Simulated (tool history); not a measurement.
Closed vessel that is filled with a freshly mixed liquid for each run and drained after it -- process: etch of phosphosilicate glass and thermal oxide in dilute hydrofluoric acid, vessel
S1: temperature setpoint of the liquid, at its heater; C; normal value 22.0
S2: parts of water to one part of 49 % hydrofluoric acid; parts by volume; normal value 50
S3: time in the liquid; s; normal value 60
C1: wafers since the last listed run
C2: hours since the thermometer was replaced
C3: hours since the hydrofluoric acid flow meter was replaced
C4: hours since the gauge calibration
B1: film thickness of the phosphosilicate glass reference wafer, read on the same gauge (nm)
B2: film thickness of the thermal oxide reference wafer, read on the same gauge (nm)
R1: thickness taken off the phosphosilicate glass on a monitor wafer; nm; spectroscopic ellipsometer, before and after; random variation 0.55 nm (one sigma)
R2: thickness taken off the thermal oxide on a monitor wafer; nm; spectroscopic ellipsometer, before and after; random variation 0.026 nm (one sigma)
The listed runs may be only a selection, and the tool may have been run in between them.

run 1 day=0.000 | S1=25.0 S2=40 S3=70 | C1=0 C2=20.9 C3=72.7 C4=504.9 | B1=30.03 B2=50.01 | R1=142.68 R2=10.12
run 2 day=0.679 | S1=22.0 S2=50 S3=60 | C1=1234 C2=37.2 C3=89.0 C4=521.2 | B1=30.00 B2=49.95 | R1=85.28 R2=5.98
run 3 day=1.429 | S1=22.0 S2=50 S3=75 | C1=1363 C2=55.2 C3=107.0 C4=539.2 | B1=30.02 B2=50.01 | R1=108.94 R2=7.52
run 4 day=2.879 | S1=22.0 S2=50 S3=60 | C1=2635 C2=90.0 C3=141.8 C4=574.0 | B1=30.01 B2=50.00 | R1=84.80 R2=6.02
run 5 day=4.325 | S1=20.0 S2=50 S3=70 | C1=2627 C2=124.7 C3=176.5 C4=608.7 | B1=30.00 B2=50.01 | R1=93.28 R2=6.41
run 6 day=4.983 | S1=25.5 S2=30 S3=60 | C1=1196 C2=140.5 C3=192.3 C4=624.5 | B1=30.01 B2=50.03 | R1=169.01 R2=11.98
run 7 day=5.525 | S1=22.0 S2=50 S3=60 | C1=984 C2=153.5 C3=205.3 C4=637.5 | B1=30.02 B2=50.01 | R1=86.38 R2=6.07
-- day=6.088 hydrofluoric acid flow meter replaced, repeated, since the last time left the tool worse
run 8 day=6.500 | S1=18.5 S2=55 S3=85 | C1=1696 C2=176.9 C3=9.9 C4=660.9 | B1=30.03 B2=49.99 | R1=81.30 R2=5.70
run 9 day=7.933 | S1=22.0 S2=50 S3=60 | C1=2604 C2=211.3 C3=44.3 C4=695.3 | B1=30.01 B2=50.00 | R1=74.53 R2=5.20
run 10 day=8.888 | S1=22.0 S2=50 S3=60 | C1=1734 C2=234.2 C3=67.2 C4=718.2 | B1=29.97 B2=49.98 | R1=74.05 R2=5.22
run 11 day=10.383 | S1=23.5 S2=40 S3=60 | C1=2718 C2=270.1 C3=103.1 C4=754.1 | B1=29.98 B2=49.95 | R1=101.01 R2=7.05
run 12 day=10.892 | S1=22.0 S2=50 S3=45 | C1=923 C2=282.3 C3=115.3 C4=766.3 | B1=30.00 B2=49.99 | R1=56.31 R2=3.90
run 13 day=11.804 | S1=20.5 S2=35 S3=80 | C1=1658 C2=304.2 C3=137.2 C4=788.2 | B1=29.98 B2=50.03 | R1=137.32 R2=9.44
-- day=12.012 gauge calibrated
run 14 day=12.538 | S1=22.0 S2=55 S3=60 | C1=1332 C2=321.8 C3=154.8 C4=12.6 | B1=29.99 B2=50.02 | R1=67.67 R2=4.73
run 15 day=15.888 | S1=26.0 S2=50 S3=60 | C1=6088 C2=402.2 C3=235.2 C4=93.0 | B1=29.98 B2=50.04 | R1=87.97 R2=6.25
run 16 day=16.471 | S1=25.0 S2=30 S3=30 | C1=1060 C2=416.2 C3=249.2 C4=107.0 | B1=30.02 B2=49.99 | R1=72.92 R2=5.11
run 17 day=20.796 | S1=22.0 S2=50 S3=40 | C1=7860 C2=520.0 C3=353.0 C4=210.8 | B1=30.01 B2=49.98 | R1=50.33 R2=3.53
run 18 day=22.017 | S1=17.5 S2=40 S3=30 | C1=2218 C2=549.3 C3=382.3 C4=240.1 | B1=29.99 B2=50.02 | R1=39.85 R2=2.79
run 19 day=22.633 | S1=27.0 S2=45 S3=35 | C1=1120 C2=564.1 C3=397.1 C4=254.9 | B1=29.99 B2=50.00 | R1=61.39 R2=4.26
run 20 day=24.038 | S1=23.5 S2=60 S3=60 | C1=2551 C2=597.8 C3=430.8 C4=288.6 | B1=30.01 B2=50.00 | R1=66.75 R2=4.69
run 21 day=24.833 | S1=22.0 S2=75 S3=60 | C1=1446 C2=616.9 C3=449.9 C4=307.7 | B1=29.97 B2=49.99 | R1=49.49 R2=3.47
run 22 day=26.246 | S1=22.0 S2=60 S3=45 | C1=2567 C2=650.8 C3=483.8 C4=341.6 | B1=29.98 B2=50.01 | R1=47.50 R2=3.32
run 23 day=27.212 | S1=25.5 S2=55 S3=30 | C1=1756 C2=674.0 C3=507.0 C4=364.8 | B1=29.99 B2=50.02 | R1=40.10 R2=2.81
run 24 day=28.600 | S1=24.5 S2=50 S3=30 | C1=2521 C2=707.3 C3=540.3 C4=398.1 | B1=30.03 B2=49.99 | R1=43.42 R2=2.99
run 25 day=29.317 | S1=23.5 S2=65 S3=90 | C1=1302 C2=724.5 C3=557.5 C4=415.3 | B1=30.03 B2=50.04 | R1=93.14 R2=6.54

Branching from run 25: 5 alternative next runs. What would each branch give?
run A day=29.346 | S1=22.0 S2=50 S3=50 | C1=53 C2=725.2 C3=558.2 C4=416.0 | B1=? B2=? | R1=? R2=?
run B day=29.346 | S1=20.0 S2=35 S3=60 | C1=53 C2=725.2 C3=558.2 C4=416.0 | B1=? B2=? | R1=? R2=?
run C day=29.346 | S1=26.0 S2=40 S3=30 | C1=53 C2=725.2 C3=558.2 C4=416.0 | B1=? B2=? | R1=? R2=?
run D day=29.346 | S1=25.5 S2=60 S3=40 | C1=53 C2=725.2 C3=558.2 C4=416.0 | B1=? B2=? | R1=? R2=?
run E day=29.346 | S1=23.5 S2=35 S3=50 | C1=53 C2=725.2 C3=558.2 C4=416.0 | B1=? B2=? | R1=? R2=?

run=A B1=29.97 B2=50.03 R1=64.83 R2=4.50
run=B B1=29.97 B2=50.03 R1=103.94 R2=7.21
run=C B1=29.97 B2=50.03 R1=58.11 R2=4.03
run=D B1=29.97 B2=50.03 R1=49.29 R2=3.42
run=E B1=29.97 B2=50.03 R1=100.48 R2=6.97
With no hidden state in the tool, these same runs would have given:
run=A R1=62.02 R2=4.30
run=B R1=99.52 R2=6.90
run=C R1=55.62 R2=3.86
run=D R1=47.12 R2=3.27
run=E R1=96.19 R2=6.67

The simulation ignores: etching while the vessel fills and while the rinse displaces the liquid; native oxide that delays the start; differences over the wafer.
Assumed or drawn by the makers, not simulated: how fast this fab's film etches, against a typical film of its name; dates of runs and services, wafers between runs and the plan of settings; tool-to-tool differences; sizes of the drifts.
